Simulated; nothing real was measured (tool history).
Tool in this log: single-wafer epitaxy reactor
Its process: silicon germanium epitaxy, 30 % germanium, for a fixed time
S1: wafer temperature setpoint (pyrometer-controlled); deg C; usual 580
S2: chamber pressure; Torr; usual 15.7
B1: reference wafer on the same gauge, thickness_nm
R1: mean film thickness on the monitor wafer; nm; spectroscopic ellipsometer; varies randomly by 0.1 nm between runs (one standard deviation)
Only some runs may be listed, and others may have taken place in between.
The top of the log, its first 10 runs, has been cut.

| run | hour | S1 | S2 | B1 | R1 |
|---|---|---|---|---|---|
| 11 | 775.9 | 592 | 15.7 | 36.059 | 44.786 |
|  | 804.9 | capacitance manometer re-zeroed and calibrated |
| 12 | 842.6 | 573 | 16.8 | 36.018 | 30.62 |
| 13 | 880.9 | 570 | 19.4 | 35.98 | 30.546 |
| 14 | 981.7 | 588 | 18.5 | 35.984 | 43.112 |
| 15 | 1035 | 572 | 18.7 | 36.043 | 31.627 |
|  | 1091.9 | gauge calibrated |
| 16 | 1108.9 | 580 | 15.7 | 35.987 | 34.605 |
| 17 | 1160 | 580 | 15.7 | 35.992 | 34.427 |
| 18 | 1197.6 | 580 | 15.7 | 36.003 | 34.55 |
| 19 | 1259.7 | 587 | 13.3 | 35.993 | 36.949 |
| 20 | 1303.6 | 580 | 15.7 | 35.965 | 34.527 |
| 21 | 1484.8 | 585 | 15.7 | 35.987 | 37.978 |
| 22 | 1590.4 | 580 | 15.7 | 36.006 | 34.698 |
|  | 1646.5 | showerhead replaced |
| 23 | 1675.6 | 587 | 16.9 | 36 | 40.913 |
| 24 | 1731.3 | 580 | 12.3 | 35.996 | 31.097 |
| 25 | 1822.2 | 570 | 14.6 | 35.959 | 27.484 |
| 26 | 1902.4 | 591 | 13.8 | 36.013 | 40.631 |
| 27 | 1966.4 | 580 | 15.7 | 35.979 | 34.676 |
| 28 | 2008.6 | 584 | 17.7 | 35.978 | 39.296 |
| 29 | 2107.6 | 580 | 15.7 | 35.974 | 34.557 |
| 30 | 2168 | 591 | 17.1 | 36.038 | 44.483 |
| 31 | 2254.3 | 580 | 18.7 | 35.993 | 36.962 |
| 32 | 2320.3 | 569 | 15.7 | 36.014 | 27.624 |
| 33 | 2371.4 | 593 | 18 | 36.011 | 47.071 |
| 34 | 2448.9 | 567 | 12.3 | 36.014 | 23.899 |
|  | 2498.6 | pyrometer calibrated |
| 35 | 2554 | 580 | 15.7 | 36.002 | 35.476 |

Consider 4 possible next runs. They are alternatives, not a sequence: every one starts from the tool as it was left by run 35. What does each give?
| A | 2554.4 | 580 | 15.7 | ? | ? |
| B | 2554.4 | 588 | 14.2 | ? | ? |
| C | 2554.4 | 590 | 17.1 | ? | ? |
| D | 2554.4 | 573 | 15.7 | ? | ? |

| run | B1 | R1 |
|---|---|---|
| A | 35.998 | 35.361 |
| B | 35.998 | 39.714 |
| C | 35.998 | 44.62 |
| D | 35.998 | 30.716 |
The same runs, with their run-to-run variation unchanged, on a tool lacking any hidden condition would have given:
| run | R1 |
|---|---|
| A | 34.387 |
| B | 38.62 |
| C | 43.392 |
| D | 29.87 |
